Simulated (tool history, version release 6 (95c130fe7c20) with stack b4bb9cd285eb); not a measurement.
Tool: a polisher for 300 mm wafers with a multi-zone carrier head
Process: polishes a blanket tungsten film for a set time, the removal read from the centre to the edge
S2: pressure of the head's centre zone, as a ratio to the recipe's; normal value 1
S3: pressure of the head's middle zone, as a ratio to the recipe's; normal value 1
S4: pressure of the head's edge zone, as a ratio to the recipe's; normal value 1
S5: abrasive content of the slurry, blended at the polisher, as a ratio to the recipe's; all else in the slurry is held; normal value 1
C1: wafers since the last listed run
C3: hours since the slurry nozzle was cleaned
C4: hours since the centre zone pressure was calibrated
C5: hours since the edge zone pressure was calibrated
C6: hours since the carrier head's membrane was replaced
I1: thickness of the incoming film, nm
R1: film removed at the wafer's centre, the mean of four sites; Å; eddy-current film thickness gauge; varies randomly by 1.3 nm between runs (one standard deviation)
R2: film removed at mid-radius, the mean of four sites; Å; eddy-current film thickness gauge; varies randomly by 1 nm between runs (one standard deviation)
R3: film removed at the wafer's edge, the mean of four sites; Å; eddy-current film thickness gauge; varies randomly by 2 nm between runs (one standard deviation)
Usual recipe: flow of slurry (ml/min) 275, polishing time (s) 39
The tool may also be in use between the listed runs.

Run 1, hour 0: usual settings; C1 0; wafers polished on this pad 1172; C3 163.7; C4 1329.9; C5 691.6; C6 1449.4; I1 1397.2. Result: R1 1351 Å, R2 1303 Å, R3 1330 Å.
Run 2, hour 23.1: usual settings but S4 1.07; C1 193; wafers polished on this pad 1366; C3 186.8; C4 1353; C5 714.7; C6 1472.5; I1 1390.7. Result: R1 1343 Å, R2 1313 Å, R3 1407 Å.
At hour 32: centre zone pressure recalibrated.
At hour 37.9: worn pad replaced by a new one.
Run 3, hour 46: usual settings but S4 1.07; C1 141; wafers polished on this pad 67; C3 209.7; C4 14; C5 737.6; C6 1495.4; I1 1391.4. Result: R1 1337 Å, R2 1294 Å, R3 1372 Å.
Run 4, hour 63.9: usual settings but polishing time (s) 32; C1 149; wafers polished on this pad 217; C3 227.6; C4 31.9; C5 755.5; C6 1513.3; I1 1406.7. Result: R1 1121 Å, R2 1074 Å, R3 1083 Å.
Run 5, hour 89.3: usual settings but S4 1.12; C1 212; wafers polished on this pad 430; C3 253; C4 57.3; C5 780.9; C6 1538.7; I1 1396.7. Result: R1 1351 Å, R2 1291 Å, R3 1421 Å.
Run 6, hour 102.5: usual settings but S3 0.94, S4 0.92, S5 0.85, polishing time (s) 46; C1 110; wafers polished on this pad 541; C3 266.2; C4 70.5; C5 794.1; C6 1551.9; I1 1417.3. Result: R1 1525 Å, R2 1406 Å, R3 1477 Å.
Run 7, hour 176.4: usual settings; C1 619; wafers polished on this pad 1160; C3 340.1; C4 144.4; C5 868; C6 1625.8; I1 1407.5. Result: R1 1335 Å, R2 1277 Å, R3 1353 Å.
At hour 190.5: edge zone pressure recalibrated.
At hour 234.2: worn pad replaced by a new one.
At hour 245.9: carrier head's membrane replaced by a new one.
Run 8, hour 246.4: usual settings but polishing time (s) 50; C1 494; wafers polished on this pad 60; C3 410.1; C4 214.4; C5 55.9; C6 0.5; I1 1400.2. Result: R1 1693 Å, R2 1599 Å, R3 1723 Å.
Run 9, hour 256.6: usual settings but flow of slurry (ml/min) 305; C1 85; wafers polished on this pad 145; C3 420.3; C4 224.6; C5 66.1; C6 10.7; I1 1387.6. Result: R1 1332 Å, R2 1280 Å, R3 1375 Å.
At hour 287.7: slurry nozzle cleaned.
Run 10, hour 313.2: usual settings but polishing time (s) 44; C1 465; wafers polished on this pad 611; C3 25.5; C4 281.2; C5 122.7; C6 67.3; I1 1387.2. Result: R1 1563 Å, R2 1519 Å, R3 1555 Å.
Run 11, hour 326.9: usual settings; C1 114; wafers polished on this pad 726; C3 39.2; C4 294.9; C5 136.4; C6 81; I1 1411.7. Result: R1 1391 Å, R2 1344 Å, R3 1371 Å.
Run 12, hour 353.5: usual settings but flow of slurry (ml/min) 205; C1 222; wafers polished on this pad 948; C3 65.8; C4 321.5; C5 163; C6 107.6; I1 1419.3. Result: R1 1310 Å, R2 1267 Å, R3 1313 Å.
Run 13, hour 371: usual settings but S2 0.9, S3 0.96; C1 146; wafers polished on this pad 1095; C3 83.3; C4 339; C5 180.5; C6 125.1; I1 1423.7. Result: R1 1252 Å, R2 1296 Å, R3 1383 Å.
Run 14, hour 404.1: usual settings; C1 277; wafers polished on this pad 1372; C3 116.4; C4 372.1; C5 213.6; C6 158.2; I1 1409.2. Result: R1 1381 Å, R2 1308 Å, R3 1405 Å.
At hour 420.7: worn pad replaced by a new one.
Run 15, hour 427.1: usual settings; C1 159; wafers polished on this pad 53; C3 139.4; C4 395.1; C5 236.6; C6 181.2; I1 1403.3. Result: R1 1375 Å, R2 1333 Å, R3 1368 Å.
Run 16, hour 445.3: usual settings but flow of slurry (ml/min) 345, S2 1.11, S5 1.25, polishing time (s) 27; C1 152; wafers polished on this pad 205; C3 157.6; C4 413.3; C5 254.8; C6 199.4; I1 1400.6. Result: R1 1114 Å, R2 964 Å, R3 998 Å.
Run 17, hour 476: usual settings but S3 0.94, S4 0.92, S5 0.85, polishing time (s) 46; C1 257; wafers polished on this pad 463; C3 188.3; C4 444; C5 285.5; C6 230.1; I1 1403. Result: R1 1571 Å, R2 1448 Å, R3 1526 Å.
Run 18, hour 507.5: usual settings but S4 0.95; C1 263; wafers polished on this pad 726; C3 219.8; C4 475.5; C5 317; C6 261.6; I1 1411.7. Result: R1 1348 Å, R2 1308 Å, R3 1309 Å.
Run 19, hour 538.4: usual settings but flow of slurry (ml/min) 360, S3 1.11, S4 0.91, S5 1.3; C1 258; wafers polished on this pad 985; C3 250.7; C4 506.4; C5 347.9; C6 292.5; I1 1381.8. Result: R1 1458 Å, R2 1496 Å, R3 1383 Å.
Run 20, hour 552.5: usual settings but S2 0.89; C1 118; wafers polished on this pad 1103; C3 264.8; C4 520.5; C5 362; C6 306.6; I1 1392.9. Result: R1 1215 Å, R2 1315 Å, R3 1363 Å.
Run 21, hour 564.5: usual settings but S4 1.11; C1 100; wafers polished on this pad 1204; C3 276.8; C4 532.5; C5 374; C6 318.6; I1 1416.6. Result: R1 1366 Å, R2 1289 Å, R3 1459 Å.

4 options for the next run, each taken on its own from the tool as it stands now. Forecast them:
Run A, hour 564.9: usual settings; C1 3; wafers polished on this pad 1207; C3 277.2; C4 532.9; C5 374.4; C6 319; I1 1402. Result: R1 ?, R2 ?, R3 ?.
Run B, hour 564.9: usual settings but flow of slurry (ml/min) 200, S2 0.95, S3 0.89, S5 1.2; C1 3; wafers polished on this pad 1207; C3 277.2; C4 532.9; C5 374.4; C6 319; I1 1402. Result: R1 ?, R2 ?, R3 ?.
Run C, hour 564.9: usual settings but S5 0.9; C1 3; wafers polished on this pad 1207; C3 277.2; C4 532.9; C5 374.4; C6 319; I1 1402. Result: R1 ?, R2 ?, R3 ?.
Run D, hour 564.9: usual settings but S3 1.03, S5 1.25; C1 3; wafers polished on this pad 1207; C3 277.2; C4 532.9; C5 374.4; C6 319; I1 1402. Result: R1 ?, R2 ?, R3 ?.

run    R1    R2    R3
  A  1333  1313  1334
  B  1237  1197  1321
  C  1311  1292  1311
  D  1385  1388  1384
The same runs, with their run-to-run variation unchanged, on a tool lacking any hidden condition would have given:
run    R1    R2    R3
  A  1370  1347  1359
  B  1287  1240  1356
  C  1348  1324  1336
  D  1423  1423  1411

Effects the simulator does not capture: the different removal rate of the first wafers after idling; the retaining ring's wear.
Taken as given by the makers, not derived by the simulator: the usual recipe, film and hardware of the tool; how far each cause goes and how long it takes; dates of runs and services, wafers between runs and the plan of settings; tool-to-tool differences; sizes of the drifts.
